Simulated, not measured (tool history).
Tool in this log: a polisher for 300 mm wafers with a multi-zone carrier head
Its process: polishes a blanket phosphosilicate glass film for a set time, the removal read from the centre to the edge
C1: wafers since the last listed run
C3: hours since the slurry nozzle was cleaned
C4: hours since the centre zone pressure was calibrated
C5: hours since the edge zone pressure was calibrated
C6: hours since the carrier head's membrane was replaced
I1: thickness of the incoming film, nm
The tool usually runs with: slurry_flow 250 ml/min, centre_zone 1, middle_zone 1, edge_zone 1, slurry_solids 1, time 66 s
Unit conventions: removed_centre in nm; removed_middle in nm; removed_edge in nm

Run 1, day 0: usual settings but time 55 s; C1 0; wafers polished on this pad 628; C3 984.5; C4 1334.4; C5 1011.2; C6 726.3; I1 2183.8. Result: removed_centre 354.3 nm, removed_middle 355 nm, removed_edge 369.2 nm.
Run 2, day 0.533: usual settings but time 55 s; C1 132; wafers polished on this pad 761; C3 997.3; C4 1347.2; C5 1024; C6 739.1; I1 2227.6. Result: removed_centre 344.4 nm, removed_middle 347.7 nm, removed_edge 371.6 nm.
At day 0.729: slurry nozzle cleaned.
Run 3, day 1.054: usual settings; C1 119; wafers polished on this pad 880; C3 7.8; C4 1359.7; C5 1036.5; C6 751.6; I1 2220.3. Result: removed_centre 472.1 nm, removed_middle 479.4 nm, removed_edge 481.3 nm.
Run 4, day 1.675: usual settings; C1 154; wafers polished on this pad 1035; C3 22.7; C4 1374.6; C5 1051.4; C6 766.5; I1 2217.8. Result: removed_centre 476.8 nm, removed_middle 477.1 nm, removed_edge 489.5 nm.
Run 5, day 2.075: usual settings; C1 99; wafers polished on this pad 1135; C3 32.3; C4 1384.2; C5 1061; C6 776.1; I1 2198.7. Result: removed_centre 472.5 nm, removed_middle 474.5 nm, removed_edge 487.1 nm.
Run 6, day 2.654: usual settings; C1 144; wafers polished on this pad 1279; C3 46.2; C4 1398.1; C5 1074.9; C6 790; I1 2213.6. Result: removed_centre 472.8 nm, removed_middle 479.6 nm, removed_edge 483.8 nm.
At day 2.762: centre zone pressure recalibrated.
At day 2.821: edge zone pressure recalibrated.
Run 7, day 2.979: usual settings; C1 45; wafers polished on this pad 1325; C3 54; C4 5.2; C5 3.8; C6 797.8; I1 2173.4. Result: removed_centre 468.6 nm, removed_middle 469.8 nm, removed_edge 481.4 nm.
At day 3.371: worn pad replaced by a new one.
Run 8, day 3.521: usual settings but slurry_flow 195 ml/min, middle_zone 0.89; C1 93; wafers polished on this pad 37; C3 67; C4 18.2; C5 16.8; C6 810.8; I1 2189.7. Result: removed_centre 457.3 nm, removed_middle 420.4 nm, removed_edge 460 nm.
Run 9, day 4.204: usual settings but slurry_flow 175 ml/min; C1 170; wafers polished on this pad 207; C3 83.4; C4 34.6; C5 33.2; C6 827.2; I1 2185.2. Result: removed_centre 436.3 nm, removed_middle 438 nm, removed_edge 454.7 nm.
At day 4.838: carrier head's membrane replaced by a new one.
Run 10, day 4.858: usual settings but slurry_flow 275 ml/min, middle_zone 1.08; C1 111; wafers polished on this pad 318; C3 99.1; C4 50.3; C5 48.9; C6 0.5; I1 2192.9. Result: removed_centre 478 nm, removed_middle 517.2 nm, removed_edge 476.1 nm.
Run 11, day 5.421: usual settings but slurry_flow 320 ml/min, middle_zone 0.94, time 89 s; C1 140; wafers polished on this pad 458; C3 112.6; C4 63.8; C5 62.4; C6 14; I1 2218.7. Result: removed_centre 656.1 nm, removed_middle 620.4 nm, removed_edge 654.7 nm.
Run 12, day 5.971: usual settings but edge_zone 0.92; C1 136; wafers polished on this pad 595; C3 125.8; C4 77; C5 75.6; C6 27.2; I1 2187.8. Result: removed_centre 462.3 nm, removed_middle 479.3 nm, removed_edge 465 nm.
Run 13, day 6.229: usual settings but middle_zone 1.1; C1 64; wafers polished on this pad 660; C3 132; C4 83.2; C5 81.8; C6 33.4; I1 2200.5. Result: removed_centre 470.1 nm, removed_middle 495.6 nm, removed_edge 479.2 nm.
Run 14, day 6.725: usual settings but centre_zone 1.08, edge_zone 1.07; C1 123; wafers polished on this pad 783; C3 143.9; C4 95.1; C5 93.7; C6 45.3; I1 2168.4. Result: removed_centre 492.2 nm, removed_middle 467 nm, removed_edge 490 nm.
Run 15, day 7.117: usual settings; C1 97; wafers polished on this pad 881; C3 153.3; C4 104.5; C5 103.1; C6 54.7; I1 2178.4. Result: removed_centre 459 nm, removed_middle 465 nm, removed_edge 476.4 nm.
Run 16, day 7.783: usual settings but edge_zone 0.96; C1 166; wafers polished on this pad 1047; C3 169.3; C4 120.5; C5 119.1; C6 70.7; I1 2204. Result: removed_centre 458.3 nm, removed_middle 467 nm, removed_edge 475.9 nm.
Run 17, day 8.217: usual settings but slurry_flow 195 ml/min, middle_zone 0.89; C1 107; wafers polished on this pad 1155; C3 179.7; C4 130.9; C5 129.5; C6 81.1; I1 2237.3. Result: removed_centre 436.1 nm, removed_middle 400.5 nm, removed_edge 465 nm.
At day 8.462: worn pad replaced by a new one.
Run 18, day 8.562: usual settings but edge_zone 0.9, time 87 s; C1 44; wafers polished on this pad 24; C3 188; C4 139.2; C5 137.8; C6 89.4; I1 2199.1. Result: removed_centre 598 nm, removed_middle 623.5 nm, removed_edge 601 nm.
Run 19, day 9.004: usual settings but edge_zone 0.96; C1 110; wafers polished on this pad 134; C3 198.6; C4 149.8; C5 148.4; C6 100; I1 2233.6. Result: removed_centre 467 nm, removed_middle 457 nm, removed_edge 465.4 nm.
Run 20, day 9.3: usual settings but slurry_flow 315 ml/min, centre_zone 1.07, middle_zone 0.92, time 84 s; C1 73; wafers polished on this pad 208; C3 205.7; C4 156.9; C5 155.5; C6 107.1; I1 2219.4. Result: removed_centre 656.7 nm, removed_middle 561 nm, removed_edge 631.1 nm.
Run 21, day 9.758: usual settings but middle_zone 0.94; C1 114; wafers polished on this pad 322; C3 216.7; C4 167.9; C5 166.5; C6 118.1; I1 2193.9. Result: removed_centre 460 nm, removed_middle 451.5 nm, removed_edge 486.2 nm.
Run 22, day 10.146: usual settings but slurry_solids 0.75; C1 96; wafers polished on this pad 418; C3 226; C4 177.2; C5 175.8; C6 127.4; I1 2166.2. Result: removed_centre 429.4 nm, removed_middle 439.2 nm, removed_edge 437.6 nm.

Each row is a separate what-if for the run after 22, all from the same tool condition, not one after another. Results?
Run A, day 10.162: usual settings; C1 4; wafers polished on this pad 422; C3 226.4; C4 177.6; C5 176.2; C6 127.8; I1 2206.7. Result: removed_centre ?, removed_middle ?, removed_edge ?.
Run B, day 10.162: usual settings but middle_zone 1.05, slurry_solids 1.15; C1 4; wafers polished on this pad 422; C3 226.4; C4 177.6; C5 176.2; C6 127.8; I1 2206.7. Result: removed_centre ?, removed_middle ?, removed_edge ?.
Run C, day 10.162: usual settings but centre_zone 1.08; C1 4; wafers polished on this pad 422; C3 226.4; C4 177.6; C5 176.2; C6 127.8; I1 2206.7. Result: removed_centre ?, removed_middle ?, removed_edge ?.
Run D, day 10.162: usual settings but middle_zone 1.11, slurry_solids 0.8, time 43 s; C1 4; wafers polished on this pad 422; C3 226.4; C4 177.6; C5 176.2; C6 127.8; I1 2206.7. Result: removed_centre ?, removed_middle ?, removed_edge ?.

run  removed_centre  removed_middle  removed_edge
  A           456.2           450.6         466.8
  B           471.4             485         481.7
  C           486.8           450.4         466.8
  D           283.2           305.4         289.1
With the hidden condition removed and each run's random variation left untouched, the same runs would have given:
run  removed_centre  removed_middle  removed_edge
  A           478.6           470.4           482
  B           494.5           506.3         497.4
  C           510.6           470.2           482
  D           297.1           318.8         298.5

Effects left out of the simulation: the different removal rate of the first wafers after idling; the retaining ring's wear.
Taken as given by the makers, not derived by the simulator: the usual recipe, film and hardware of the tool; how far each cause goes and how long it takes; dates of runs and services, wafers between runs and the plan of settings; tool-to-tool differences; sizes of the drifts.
